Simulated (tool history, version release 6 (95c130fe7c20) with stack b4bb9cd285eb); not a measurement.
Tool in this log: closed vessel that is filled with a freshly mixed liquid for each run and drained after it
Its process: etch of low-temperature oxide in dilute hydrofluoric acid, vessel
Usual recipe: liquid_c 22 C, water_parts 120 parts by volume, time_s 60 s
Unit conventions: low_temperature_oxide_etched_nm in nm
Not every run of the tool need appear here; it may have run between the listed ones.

run	hour	liquid_c	water_parts	time_s	read-back film thickness of the low-temperature oxide reference wafer, read on the same gauge (nm)	low_temperature_oxide_etched_nm
1	0	21	120	60	49.96	6.84
2	69.8	21	120	60	50	6.83
3	117.7	22	95	60	49.98	9.37
4	214.8	22	95	60	49.98	8.98
5	279.8	22	95	60	50	9.06
6	380.9	22	120	60	50.04	6.87
7	419.2	22	120	60	49.98	6.92
# hour 441.6: hydrofluoric acid flow meter replaced
8	509.1	22	120	60	50.02	7.62
9	602.6	22	120	60	50	7.45
10	676	22	120	60	50.01	7.37
11	722.3	22	120	60	50	7.27
12	782.2	22	120	60	49.97	7.25
13	834.8	22	120	60	50.01	7.16
14	891.4	22	120	60	50.03	7.15
15	994.3	27	120	90	50.02	12.75
16	1099.2	22	90	60	50	9.74
17	1173.4	21	120	60	49.98	6.73
18	1223.3	22	120	70	49.99	8.01
# hour 1248.8: hydrofluoric acid flow meter replaced
19	1302	22	65	60	50	14.77
# hour 1343.3: gauge calibrated
20	1461.6	22	120	60	50.01	7.28
21	1526.8	25.5	155	90	50.01	9.27
# hour 1579.2: thermometer replaced
22	1583.4	22	120	60	49.99	7.23
23	1643.5	24	95	30	49.98	5.04
24	1734.7	17.5	170	60	49.99	3.95
25	1780.4	22	120	35	50.03	4.13
26	1875	20.5	180	80	50.02	5.49
27	1954	26	120	60	50.02	8.09
28	2017.5	26	75	60	50.01	13.68
# hour 2039.8: hydrofluoric acid flow meter replaced
29	2076.5	17	120	45	49.99	4.64
30	2159.6	22	120	60	49.99	7.41
31	2207.3	26	160	60	49.97	6.2
32	2313.4	22	120	60	50.01	7.49
33	2400.6	20	120	60	50	6.68

Here are 3 independent what-if runs from the current tool condition. What would each one return?
A	2401.3	22	120	60	?	?
B	2401.3	22	85	60	?	?
C	2401.3	23.5	120	80	?	?

run	read-back film thickness of the low-temperature oxide reference wafer, read on the same gauge (nm)	low_temperature_oxide_etched_nm
A	50.01	7.31
B	50.01	10.76
C	50.01	10.34
Stripped of hidden state, with their random variation kept, the same runs would have yielded:
run	low_temperature_oxide_etched_nm
A	7.62
B	11.2
C	10.78
